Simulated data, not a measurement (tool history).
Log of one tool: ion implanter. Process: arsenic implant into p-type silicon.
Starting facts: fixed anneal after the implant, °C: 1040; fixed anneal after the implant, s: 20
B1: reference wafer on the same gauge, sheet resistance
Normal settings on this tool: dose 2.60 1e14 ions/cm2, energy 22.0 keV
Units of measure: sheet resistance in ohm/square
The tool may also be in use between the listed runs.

{"run": 1, "hour": 0.0, "dose": 2.34, "energy": 17.5, "B1": 273.08, "sheet resistance": 328.44}
{"run": 2, "hour": 119.5, "dose": 2.34, "energy": 17.5, "B1": 273.14, "sheet resistance": 327.91}
{"run": 3, "hour": 224.2, "dose": 2.6, "energy": 22.0, "B1": 273.14, "sheet resistance": 294.87}
{"run": 4, "hour": 320.9, "dose": 2.6, "energy": 22.0, "B1": 272.84, "sheet resistance": 295.1}
{"run": 5, "hour": 423.7, "dose": 2.6, "energy": 24.0, "B1": 273.24, "sheet resistance": 292.37}
{"run": 6, "hour": 516.8, "dose": 2.6, "energy": 24.0, "B1": 273.06, "sheet resistance": 291.76}
{"run": 7, "hour": 602.4, "dose": 2.6, "energy": 24.0, "B1": 273.03, "sheet resistance": 291.53}
{"run": 8, "hour": 688.3, "dose": 2.6, "energy": 22.0, "B1": 273.01, "sheet resistance": 295.22}
{"hour": 714.2, "done": "Faraday cup replaced and dose calibrated"}
{"run": 9, "hour": 779.4, "dose": 2.6, "energy": 22.0, "B1": 273.02, "sheet resistance": 293.36}
{"run": 10, "hour": 846.7, "dose": 2.6, "energy": 22.0, "B1": 272.75, "sheet resistance": 292.26}
{"run": 11, "hour": 888.2, "dose": 2.6, "energy": 22.0, "B1": 273.01, "sheet resistance": 292.88}
{"hour": 927.6, "done": "gauge calibrated"}
{"run": 12, "hour": 964.7, "dose": 3.14, "energy": 17.0, "B1": 272.93, "sheet resistance": 260.68}
{"run": 13, "hour": 1019.1, "dose": 2.6, "energy": 22.0, "B1": 272.83, "sheet resistance": 292.36}
{"run": 14, "hour": 1066.9, "dose": 2.6, "energy": 22.0, "B1": 273.14, "sheet resistance": 293.04}
{"hour": 1130.7, "done": "extraction supply calibrated"}
{"run": 15, "hour": 1146.6, "dose": 2.6, "energy": 22.0, "B1": 273.07, "sheet resistance": 293.12}
{"run": 16, "hour": 1231.8, "dose": 2.6, "energy": 22.0, "B1": 273.18, "sheet resistance": 293.23}
{"run": 17, "hour": 1316.2, "dose": 2.34, "energy": 15.0, "B1": 273.24, "sheet resistance": 331.87}
{"run": 18, "hour": 1357.1, "dose": 2.6, "energy": 19.0, "B1": 273.27, "sheet resistance": 297.79}
{"run": 19, "hour": 1394.4, "dose": 3.15, "energy": 16.0, "B1": 273.3, "sheet resistance": 262.75}
{"run": 20, "hour": 1491.9, "dose": 2.6, "energy": 18.5, "B1": 272.95, "sheet resistance": 299.48}
{"run": 21, "hour": 1552.7, "dose": 2.91, "energy": 25.0, "B1": 273.12, "sheet resistance": 264.33}
{"run": 22, "hour": 1590.7, "dose": 2.6, "energy": 22.0, "B1": 272.93, "sheet resistance": 292.97}
{"run": 23, "hour": 1686.4, "dose": 2.34, "energy": 17.5, "B1": 273.01, "sheet resistance": 327.16}
{"run": 24, "hour": 1722.8, "dose": 3.34, "energy": 16.0, "B1": 272.93, "sheet resistance": 251.12}
{"run": 25, "hour": 1772.4, "dose": 2.22, "energy": 22.0, "B1": 272.98, "sheet resistance": 330.83}
{"run": 26, "hour": 1850.2, "dose": 2.11, "energy": 22.0, "B1": 273.04, "sheet resistance": 344.84}
{"run": 27, "hour": 1938.1, "dose": 2.6, "energy": 26.0, "B1": 272.97, "sheet resistance": 287.77}
{"run": 28, "hour": 1995.3, "dose": 3.17, "energy": 25.5, "B1": 273.11, "sheet resistance": 248.1}

Run 29, settings as shown, results not yet in. Your forecast:
{"run": 29, "hour": 2081.5, "dose": 2.6, "energy": 19.0, "B1": "?", "sheet resistance": "?"}

{"run 29": {"B1": 273.19, "sheet resistance": 299.08}}
If the tool had no hidden condition, the same run with the same run-to-run variation would have returned sheet resistance 297.23 ohm/square.

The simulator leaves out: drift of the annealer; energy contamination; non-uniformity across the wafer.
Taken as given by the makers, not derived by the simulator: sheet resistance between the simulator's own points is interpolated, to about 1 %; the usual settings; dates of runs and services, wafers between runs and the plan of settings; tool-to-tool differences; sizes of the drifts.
